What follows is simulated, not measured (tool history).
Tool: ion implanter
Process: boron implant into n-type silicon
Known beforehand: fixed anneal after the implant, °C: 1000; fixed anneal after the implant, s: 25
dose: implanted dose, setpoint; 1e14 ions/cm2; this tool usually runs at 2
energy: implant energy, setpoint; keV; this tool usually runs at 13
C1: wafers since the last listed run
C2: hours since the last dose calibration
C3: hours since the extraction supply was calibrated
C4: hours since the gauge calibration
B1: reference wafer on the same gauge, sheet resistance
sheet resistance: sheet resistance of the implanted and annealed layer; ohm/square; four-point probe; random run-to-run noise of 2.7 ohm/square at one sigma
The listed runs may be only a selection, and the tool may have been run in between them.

run 1 hour=0 | dose=2 energy=13 | C1=0 C2=575.1 C3=1971.3 C4=224.9 | B1=471.6 | sheet_resistance=535.52
run 2 hour=98.2 | dose=1.79 energy=13 | C1=1986 C2=673.3 C3=2069.5 C4=323.1 | B1=471.6 | sheet_resistance=581.57
run 3 hour=185.8 | dose=1.79 energy=13 | C1=1771 C2=760.9 C3=2157.1 C4=410.7 | B1=472.37 | sheet_resistance=582.15
run 4 hour=285 | dose=1.79 energy=13 | C1=2006 C2=860.1 C3=2256.3 C4=509.9 | B1=470.54 | sheet_resistance=581.23
run 5 hour=335.8 | dose=2 energy=13 | C1=1027 C2=910.9 C3=2307.1 C4=560.7 | B1=471.61 | sheet_resistance=528.87
run 6 hour=377.9 | dose=2 energy=13 | C1=851 C2=953 C3=2349.2 C4=602.8 | B1=470.66 | sheet_resistance=529.71
run 7 hour=455.1 | dose=2 energy=13 | C1=1561 C2=1030.2 C3=2426.4 C4=680 | B1=471.28 | sheet_resistance=523.92
run 8 hour=553.7 | dose=2.46 energy=13 | C1=1994 C2=1128.8 C3=2525 C4=778.6 | B1=471.18 | sheet_resistance=446.76
run 9 hour=606.4 | dose=2 energy=13 | C1=1065 C2=1181.5 C3=2577.7 C4=831.3 | B1=470.34 | sheet_resistance=527.16
run 10 hour=666.9 | dose=2 energy=13 | C1=1223 C2=1242 C3=2638.2 C4=891.8 | B1=472 | sheet_resistance=528.52
run 11 hour=706 | dose=2 energy=13 | C1=790 C2=1281.1 C3=2677.3 C4=930.9 | B1=470.27 | sheet_resistance=530.31
run 12 hour=801.2 | dose=2 energy=13 | C1=1925 C2=1376.3 C3=2772.5 C4=1026.1 | B1=471.77 | sheet_resistance=529.86
run 13 hour=839.7 | dose=1.59 energy=15.5 | C1=778 C2=1414.8 C3=2811 C4=1064.6 | B1=470.85 | sheet_resistance=627.91
-- hour=896.1 extraction supply calibrated
run 14 hour=898.4 | dose=2 energy=13 | C1=1025 C2=1473.5 C3=2.3 C4=1123.3 | B1=471.82 | sheet_resistance=524.43
run 15 hour=942.5 | dose=1.79 energy=16.5 | C1=891 C2=1517.6 C3=46.4 C4=1167.4 | B1=470.65 | sheet_resistance=564.35
run 16 hour=1045.2 | dose=2.52 energy=11.5 | C1=2077 C2=1620.3 C3=149.1 C4=1270.1 | B1=471.37 | sheet_resistance=445.16
-- hour=1101 Faraday cup replaced and dose calibrated
run 17 hour=1101.5 | dose=1.79 energy=13 | C1=976 C2=0.5 C3=205.4 C4=1326.4 | B1=470.43 | sheet_resistance=577.24
-- hour=1101.8 gauge calibrated
run 18 hour=1136.8 | dose=2.22 energy=13 | C1=713 C2=35.8 C3=240.7 C4=35 | B1=471.51 | sheet_resistance=488.09
run 19 hour=1229.7 | dose=1.84 energy=17.5 | C1=1878 C2=128.7 C3=333.6 C4=127.9 | B1=471.34 | sheet_resistance=543.08
run 20 hour=1268 | dose=2 energy=8.5 | C1=774 C2=167 C3=371.9 C4=166.2 | B1=470.91 | sheet_resistance=554.44
run 21 hour=1354.4 | dose=2 energy=13 | C1=1747 C2=253.4 C3=458.3 C4=252.6 | B1=470.75 | sheet_resistance=529.66
run 22 hour=1400.7 | dose=2.18 energy=11.5 | C1=936 C2=299.7 C3=504.6 C4=298.9 | B1=471.47 | sheet_resistance=505.33
run 23 hour=1450 | dose=1.85 energy=14.5 | C1=997 C2=349 C3=553.9 C4=348.2 | B1=471.55 | sheet_resistance=555.41

Give the tool's hidden conditions for every run:
deviation of the true dose from the Faraday cup's reading, %: 0 at every run
deviation of the true energy from its setpoint, %: 0 at every run
gauge reads high (%): 0 at every run
